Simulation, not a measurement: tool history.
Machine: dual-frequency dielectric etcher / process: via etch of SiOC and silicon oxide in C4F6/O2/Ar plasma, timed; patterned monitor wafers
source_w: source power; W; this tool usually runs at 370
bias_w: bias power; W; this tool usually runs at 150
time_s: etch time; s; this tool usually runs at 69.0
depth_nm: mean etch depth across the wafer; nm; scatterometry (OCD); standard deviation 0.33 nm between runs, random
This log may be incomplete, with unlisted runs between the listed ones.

run	hour	source_w	bias_w	time_s	read-back reference wafer on the same gauge, depth_nm	depth_nm
1	0.0	370	150	69.0	65.3	70.3
# hour 17.2: wet clean of the chamber
2	65.1	370	150	54.0	65.4	55.1
3	115.3	330	150	69.0	65.4	67.4
4	188.3	330	150	69.0	65.3	67.6
5	285.8	330	150	69.0	65.4	66.9
6	373.8	370	150	69.0	65.5	70.7
# hour 432.3: wet clean of the chamber
7	454.1	370	150	69.0	65.4	70.4
8	526.1	370	150	69.0	65.4	69.8
9	623.9	370	150	69.0	65.4	70.8
10	726.4	390	133	69.0	65.4	67.8
# hour 750.6: gauge calibrated
# hour 768.8: upper electrode replaced
11	808.4	390	133	69.0	65.3	67.9
# hour 859.0: wet clean of the chamber
12	898.1	390	133	69.0	65.5	67.7
13	969.5	410	127	78.0	65.5	77.6
14	1076.0	300	182	69.0	65.4	71.2
15	1174.9	370	150	69.0	65.4	70.7
# hour 1220.5: source power generator calibrated
# hour 1223.3: wet clean of the chamber
16	1280.7	390	133	69.0	65.4	67.7
# hour 1291.5: bias power generator calibrated
17	1358.4	310	174	69.0	65.5	71.0
18	1401.5	420	174	69.0	65.3	77.7
19	1494.9	370	166	87.5	65.5	92.5
20	1571.2	370	150	69.0	65.4	70.5
# hour 1643.7: wet clean of the chamber
21	1644.2	420	150	69.0	65.4	72.7
22	1680.9	370	150	69.0	65.5	70.5
23	1784.9	330	128	59.5	65.4	54.5
24	1848.7	420	116	77.0	65.4	73.5

Forecast each of these 4 alternatives for the next run:
A	1849.1	400	150	69.0	?	?
B	1849.1	340	125	59.5	?	?
C	1849.1	450	163	82.0	?	?
D	1849.1	330	165	86.5	?	?

run	read-back reference wafer on the same gauge, depth_nm	depth_nm
A	65.4	72.5
B	65.4	54.7
C	65.4	93.0
D	65.4	88.6
Without the tool's unlogged condition, the same runs would have read:
run	depth_nm
A	72.5
B	54.7
C	93.0
D	88.6
